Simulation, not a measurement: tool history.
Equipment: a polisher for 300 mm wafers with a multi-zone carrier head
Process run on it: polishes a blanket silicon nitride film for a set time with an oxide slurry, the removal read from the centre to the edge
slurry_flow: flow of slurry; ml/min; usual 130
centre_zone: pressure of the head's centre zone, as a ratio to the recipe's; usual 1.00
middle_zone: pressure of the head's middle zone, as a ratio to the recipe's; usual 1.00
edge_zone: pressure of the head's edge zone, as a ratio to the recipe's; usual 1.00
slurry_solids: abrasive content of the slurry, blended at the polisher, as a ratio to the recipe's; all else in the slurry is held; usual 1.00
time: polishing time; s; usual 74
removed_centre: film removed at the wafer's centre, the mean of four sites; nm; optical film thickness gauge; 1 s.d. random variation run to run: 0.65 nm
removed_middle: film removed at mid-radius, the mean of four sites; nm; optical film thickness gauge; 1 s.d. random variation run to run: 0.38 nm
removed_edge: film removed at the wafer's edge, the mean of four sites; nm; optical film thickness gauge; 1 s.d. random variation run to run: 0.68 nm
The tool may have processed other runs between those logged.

run     day  slurry_flow  centre_zone  middle_zone  edge_zone  slurry_solids  time  incoming thickness of the incoming film, nm  removed_centre  removed_middle  removed_edge
  1   0.000          130         1.00         1.00       1.00           1.00    92                                        520.2            70.4            70.2          70.6
  2   0.662          130         1.00         1.06       1.00           1.00    74                                        522.2            56.4            58.5          56.5
  3   1.758          160         1.00         1.00       1.00           1.00    74                                        512.0            59.0            57.8          57.6
      2.067  -- edge zone pressure recalibrated
      2.546  -- slurry nozzle cleaned
  4   3.008          130         1.00         1.00       1.00           1.00    85                                        524.6            65.3            63.9          62.7
  5   3.912           90         1.00         1.00       1.00           0.90    74                                        523.1            48.7            48.0          48.5
  6   4.917          160         1.00         1.00       1.00           1.00    74                                        515.8            59.6            57.1          56.8
  7   6.008          130         0.90         1.00       1.00           1.00    74                                        514.6            50.8            54.4          54.7
  8   6.725          130         1.00         1.00       1.00           1.00    74                                        520.2            55.6            54.4          53.8
  9   7.646          130         1.10         1.00       1.06           0.90    96                                        512.9            74.9            65.7          67.2
 10   8.446          130         1.11         0.94       1.00           1.20    52                                        512.3            46.8            39.7          41.2
      9.200  -- worn pad replaced by a new one
 11   9.221           90         0.96         1.00       1.00           1.00    74                                        518.6            50.4            51.2          51.8
 12  10.246          130         0.88         1.00       1.00           1.00    74                                        517.5            50.9            56.5          56.3
 13  10.904          130         1.00         1.00       1.00           1.00    74                                        517.9            59.2            56.0          57.2
 14  11.738          120         1.06         1.00       1.06           0.80    74                                        528.0            52.5            49.0          49.3
 15  12.496           95         1.00         1.00       1.10           1.00    74                                        514.7            52.5            51.7          53.7
     13.196  -- slurry nozzle cleaned
 16  13.375          130         0.95         1.07       1.08           1.25    74                                        517.8            60.4            65.8          62.9
 17  14.075          130         1.00         1.00       1.00           1.00    74                                        521.1            58.8            55.1          54.9
 18  14.704          130         1.00         1.00       1.00           1.00    74                                        518.8            56.9            54.8          55.4
 19  15.912          130         1.00         1.04       1.12           1.20    74                                        524.6            63.3            61.2          62.2
 20  16.654          160         1.00         0.91       0.94           1.00    74                                        531.0            59.1            52.5          53.5
     17.412  -- worn pad replaced by a new one
 21  17.629          130         1.07         1.00       1.00           0.85    74                                        519.2            57.4            50.6          49.7
 22  18.933          155         1.00         1.00       1.00           1.00    74                                        521.7            63.1            57.6          58.2
 23  20.350          130         1.00         1.00       1.00           1.00    74                                        528.1            59.8            56.0          56.4

A few steps of removed_centre between consecutive runs. Split each: what settings, incoming material and random variation would produce without the hidden state, and what is left over for the hidden state, along with gauge scatter present in only one of the two compared results (measured, and without hidden state):
Hidden conditions of the tool in this case: removal rate lost through wear of the pad, %; slurry flow missing at the pad, %; deviation of the centre zone's pressure from its setpoint, %; deviation of the edge zone's pressure from its setpoint, %.
Run 8 -> 9: centre_zone 1.00 -> 1.10, edge_zone 1.00 -> 1.06, slurry_solids 1.00 -> 0.90, time 74 -> 96. removed_centre +19.3 nm: hidden state -0.5, all else +19.8.
Run 9 -> 10: centre_zone 1.10 -> 1.11, middle_zone 1.00 -> 0.94, edge_zone 1.06 -> 1.00, slurry_solids 0.90 -> 1.20, time 96 -> 52. removed_centre -28.1 nm: hidden state -0.2, all else -27.9.
Run 10 -> 11: slurry_flow 130 -> 90, centre_zone 1.11 -> 0.96, middle_zone 0.94 -> 1.00, slurry_solids 1.20 -> 1.00, time 52 -> 74, worn pad replaced by a new one. removed_centre +3.6 nm: hidden state +2.7, all else +0.9.
Run 20 -> 21: slurry_flow 160 -> 130, centre_zone 1.00 -> 1.07, middle_zone 0.91 -> 1.00, edge_zone 0.94 -> 1.00, slurry_solids 1.00 -> 0.85, worn pad replaced by a new one. removed_centre -1.7 nm: hidden state +1.6, all else -3.3.

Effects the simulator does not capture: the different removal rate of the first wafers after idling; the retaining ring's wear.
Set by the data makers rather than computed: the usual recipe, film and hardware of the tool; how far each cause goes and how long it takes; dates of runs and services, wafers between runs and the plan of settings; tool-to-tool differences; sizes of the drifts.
